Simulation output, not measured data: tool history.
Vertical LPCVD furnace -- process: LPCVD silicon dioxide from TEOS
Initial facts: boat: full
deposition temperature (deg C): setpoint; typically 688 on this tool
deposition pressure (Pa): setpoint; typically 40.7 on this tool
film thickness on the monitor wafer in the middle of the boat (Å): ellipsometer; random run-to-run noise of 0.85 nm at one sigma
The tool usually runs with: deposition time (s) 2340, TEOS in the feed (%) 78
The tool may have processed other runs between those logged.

run      day  deposition temperature (deg C)  deposition pressure (Pa)  deposition time (s)  TEOS in the feed (%)  read-back reference wafer on the same gauge, thickness  film thickness on the monitor wafer in the middle of the boat (Å)
  1        0                             688                      40.7                 2340                    78                                                  235.11                                                             2199.3
  2    3.729                             688                      40.7                 2340                    78                                                  235.24                                                             2211.3
  3    7.658                             688                      40.7                 2340                    78                                                     235                                                             2206.8
  4   10.408                             688                      47.3                 2340                    78                                                  234.98                                                             2410.3
  5   14.138                             688                      47.3                 2340                    78                                                  234.99                                                             2395.8
  6   15.783                             688                      47.3                 2340                    78                                                  234.91                                                               2398
  7     18.9                             688                      45.3                 2340                    78                                                  234.86                                                             2341.7
  8   21.633                             688                      45.3                 2340                    78                                                  234.89                                                             2362.2
  9   23.325                             688                      45.3                 2340                    78                                                  234.79                                                             2369.7
      29.242  -- gauge calibrated
 10   35.271                             688                        48                 2340                    74                                                  234.99                                                             2399.7
 11   37.567                             688                      40.7                 2340                    78                                                  235.01                                                             2256.7
 12   41.404                             688                      40.7                 2340                    78                                                  234.76                                                             2264.6
 13   44.312                             688                      40.7                 2340                    78                                                  234.84                                                             2253.3
      47.396  -- thermocouples replaced and temperature profile calibrated
 14   48.579                             688                      40.7                 2340                    78                                                  235.01                                                             2128.4
 15   50.204                             688                        32                 2760                    73                                                  235.02                                                             2149.1
 16   51.821                             681                      40.7                 2340                    78                                                  235.12                                                             1809.8
 17   55.342                             685                      40.7                 1620                    78                                                  235.07                                                             1376.8
 18   59.612                             688                      40.7                 2610                    78                                                  235.03                                                             2390.6
 19   64.092                             688                      40.7                 1980                    63                                                  235.07                                                             1633.4
 20   72.638                             699                      40.7                 2340                    78                                                  234.94                                                             2760.7
 21   74.825                             688                      40.7                 2340                    78                                                  235.16                                                             2147.8
      78.438  -- pressure gauge zeroed
      79.525  -- TEOS flow controller replaced
 22   79.546                             688                      40.7                 2340                    78                                                  234.78                                                             2210.9
 23   82.917                             688                      40.7                 2340                    78                                                  234.89                                                             2194.8
 24    84.55                             688                      40.7                 1620                    78                                                  235.09                                                             1529.7
 25   87.308                             688                      40.7                 2340                    78                                                  235.03                                                             2207.5
 26   91.508                             688                      40.7                 2340                    78                                                     235                                                             2205.1
 27   94.475                             677                      40.7                 2340                    68                                                  235.04                                                             1577.9
 28  104.304                             697                      45.3                 1650                    78                                                  234.96                                                             2019.5
 29  107.021                             688                      40.7                 2880                    78                                                  235.06                                                             2688.4
 30  110.192                             688                      40.7                 2340                    78                                                  235.09                                                             2194.2
 31  114.583                             688                      40.7                 2340                    78                                                  235.01                                                             2191.5

4 options for the next run, each taken on its own from the tool as it stands now. Forecast them:
  A  114.733                             688                      40.7                 2340                    78                                                       ?                                                                  ?
  B  114.733                             678                        46                 2340                    78                                                       ?                                                                  ?
  C  114.733                             681                      40.7                 2340                    91                                                       ?                                                                  ?
  D  114.733                             697                      31.3                 3030                    67                                                       ?                                                                  ?

run  read-back reference wafer on the same gauge, thickness  film thickness on the monitor wafer in the middle of the boat (Å)
  A                                                  234.93                                                             2187.5
  B                                                  234.93                                                             1831.1
  C                                                  234.93                                                             1997.4
  D                                                  234.93                                                             2840.1
Without the tool's unlogged condition, the same runs would have read:
run  film thickness on the monitor wafer in the middle of the boat (Å)
  A                                                             2184.9
  B                                                             1826.1
  C                                                             1994.7
  D                                                               2847

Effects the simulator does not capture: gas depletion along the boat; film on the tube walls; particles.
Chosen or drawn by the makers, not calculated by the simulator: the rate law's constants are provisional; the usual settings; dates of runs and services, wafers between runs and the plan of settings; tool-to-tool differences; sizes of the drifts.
